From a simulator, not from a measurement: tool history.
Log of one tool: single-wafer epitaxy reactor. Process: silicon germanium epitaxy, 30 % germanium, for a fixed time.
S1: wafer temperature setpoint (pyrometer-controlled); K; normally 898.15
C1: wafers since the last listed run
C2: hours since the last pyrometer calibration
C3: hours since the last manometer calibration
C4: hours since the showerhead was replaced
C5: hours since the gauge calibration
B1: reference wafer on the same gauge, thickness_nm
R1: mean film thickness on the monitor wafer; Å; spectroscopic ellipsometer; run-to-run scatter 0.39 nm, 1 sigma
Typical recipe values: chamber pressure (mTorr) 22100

{"run": 1, "hour": 0.0, "S1": 898.15, "chamber pressure (mTorr)": 24100, "C1": 0, "C2": 661.9, "C3": 914.5, "C4": 3050.8, "C5": 1064.8, "B1": 84.542, "R1": 967.6}
{"run": 2, "hour": 85.9, "S1": 898.15, "chamber pressure (mTorr)": 24100, "C1": 1949, "C2": 747.8, "C3": 1000.4, "C4": 3136.7, "C5": 1150.7, "B1": 84.51, "R1": 970.69}
{"hour": 88.9, "done": "gauge calibrated"}
{"run": 3, "hour": 118.4, "S1": 898.15, "chamber pressure (mTorr)": 19900, "C1": 737, "C2": 780.3, "C3": 1032.9, "C4": 3169.2, "C5": 29.5, "B1": 84.446, "R1": 874.1}
{"run": 4, "hour": 171.3, "S1": 898.15, "chamber pressure (mTorr)": 19900, "C1": 1200, "C2": 833.2, "C3": 1085.8, "C4": 3222.1, "C5": 82.4, "B1": 84.415, "R1": 874.88}
{"run": 5, "hour": 204.3, "S1": 898.15, "chamber pressure (mTorr)": 19900, "C1": 748, "C2": 866.2, "C3": 1118.8, "C4": 3255.1, "C5": 115.4, "B1": 84.442, "R1": 881.37}
{"run": 6, "hour": 235.2, "S1": 892.15, "chamber pressure (mTorr)": 22100, "C1": 701, "C2": 897.1, "C3": 1149.7, "C4": 3286, "C5": 146.3, "B1": 84.469, "R1": 838.71}
{"run": 7, "hour": 278.9, "S1": 892.15, "chamber pressure (mTorr)": 22100, "C1": 991, "C2": 940.8, "C3": 1193.4, "C4": 3329.7, "C5": 190, "B1": 84.566, "R1": 848.59}
{"run": 8, "hour": 312.4, "S1": 901.15, "chamber pressure (mTorr)": 22100, "C1": 760, "C2": 974.3, "C3": 1226.9, "C4": 3363.2, "C5": 223.5, "B1": 84.548, "R1": 962.87}
{"run": 9, "hour": 384.3, "S1": 901.15, "chamber pressure (mTorr)": 22100, "C1": 1631, "C2": 1046.2, "C3": 1298.8, "C4": 3435.1, "C5": 295.4, "B1": 84.489, "R1": 969.47}
{"run": 10, "hour": 437.0, "S1": 901.15, "chamber pressure (mTorr)": 22100, "C1": 1196, "C2": 1098.9, "C3": 1351.5, "C4": 3487.8, "C5": 348.1, "B1": 84.61, "R1": 966.13}
{"run": 11, "hour": 490.5, "S1": 898.15, "chamber pressure (mTorr)": 26100, "C1": 1214, "C2": 1152.4, "C3": 1405, "C4": 3541.3, "C5": 401.6, "B1": 84.511, "R1": 1012.11}
{"run": 12, "hour": 555.3, "S1": 898.15, "chamber pressure (mTorr)": 24500, "C1": 1470, "C2": 1217.2, "C3": 1469.8, "C4": 3606.1, "C5": 466.4, "B1": 84.53, "R1": 980.64}
{"hour": 608.2, "done": "pyrometer calibrated"}
{"run": 13, "hour": 619.4, "S1": 898.15, "chamber pressure (mTorr)": 22100, "C1": 1273, "C2": 11.2, "C3": 1533.9, "C4": 3670.2, "C5": 530.5, "B1": 84.507, "R1": 924.64}
{"run": 14, "hour": 653.7, "S1": 898.15, "chamber pressure (mTorr)": 22100, "C1": 778, "C2": 45.5, "C3": 1568.2, "C4": 3704.5, "C5": 564.8, "B1": 84.47, "R1": 919.75}
{"run": 15, "hour": 697.7, "S1": 907.15, "chamber pressure (mTorr)": 22100, "C1": 998, "C2": 89.5, "C3": 1612.2, "C4": 3748.5, "C5": 608.8, "B1": 84.507, "R1": 1059.4}
{"run": 16, "hour": 726.2, "S1": 909.15, "chamber pressure (mTorr)": 17700, "C1": 646, "C2": 118, "C3": 1640.7, "C4": 3777, "C5": 637.3, "B1": 84.457, "R1": 966.56}
{"run": 17, "hour": 765.3, "S1": 889.15, "chamber pressure (mTorr)": 20200, "C1": 887, "C2": 157.1, "C3": 1679.8, "C4": 3816.1, "C5": 676.4, "B1": 84.452, "R1": 770.05}
{"run": 18, "hour": 834.4, "S1": 904.15, "chamber pressure (mTorr)": 23900, "C1": 1568, "C2": 226.2, "C3": 1748.9, "C4": 3885.2, "C5": 745.5, "B1": 84.454, "R1": 1054.44}
{"hour": 940.6, "done": "capacitance manometer re-zeroed and calibrated"}
{"run": 19, "hour": 961.5, "S1": 893.15, "chamber pressure (mTorr)": 16600, "C1": 2703, "C2": 353.3, "C3": 20.9, "C4": 4012.3, "C5": 872.6, "B1": 84.463, "R1": 730.08}
{"run": 20, "hour": 1020.2, "S1": 892.15, "chamber pressure (mTorr)": 22100, "C1": 1332, "C2": 412, "C3": 79.6, "C4": 4071, "C5": 931.3, "B1": 84.558, "R1": 848.11}
{"hour": 1041.2, "done": "showerhead replaced"}
{"run": 21, "hour": 1046.0, "S1": 894.15, "chamber pressure (mTorr)": 22100, "C1": 403, "C2": 437.8, "C3": 105.4, "C4": 4.8, "C5": 957.1, "B1": 84.451, "R1": 865.15}
{"run": 22, "hour": 1104.6, "S1": 898.15, "chamber pressure (mTorr)": 22100, "C1": 1329, "C2": 496.4, "C3": 164, "C4": 63.4, "C5": 1015.7, "B1": 84.532, "R1": 922.02}
{"run": 23, "hour": 1136.7, "S1": 898.15, "chamber pressure (mTorr)": 24700, "C1": 728, "C2": 528.5, "C3": 196.1, "C4": 95.5, "C5": 1047.8, "B1": 84.472, "R1": 979.07}
{"run": 24, "hour": 1342.3, "S1": 911.15, "chamber pressure (mTorr)": 22100, "C1": 4666, "C2": 734.1, "C3": 401.7, "C4": 301.1, "C5": 1253.4, "B1": 84.607, "R1": 1117}
{"hour": 1383.3, "done": "gauge calibrated"}
{"run": 25, "hour": 1413.5, "S1": 885.15, "chamber pressure (mTorr)": 26600, "C1": 1615, "C2": 805.3, "C3": 472.9, "C4": 372.3, "C5": 30.2, "B1": 84.444, "R1": 828.56}
{"run": 26, "hour": 1443.5, "S1": 886.15, "chamber pressure (mTorr)": 25700, "C1": 680, "C2": 835.3, "C3": 502.9, "C4": 402.3, "C5": 60.2, "B1": 84.575, "R1": 837.88}

Run 27 has not been measured yet. What should we expect?
{"run": 27, "hour": 1484.2, "S1": 898.15, "chamber pressure (mTorr)": 22100, "C1": 923, "C2": 876, "C3": 543.6, "C4": 443, "C5": 100.9, "B1": "?", "R1": "?"}

B1: 84.477
R1: 917.67 Å
Were there no unlogged condition in the tool, this run, its random variation unchanged, would have produced R1 917.67 Å.
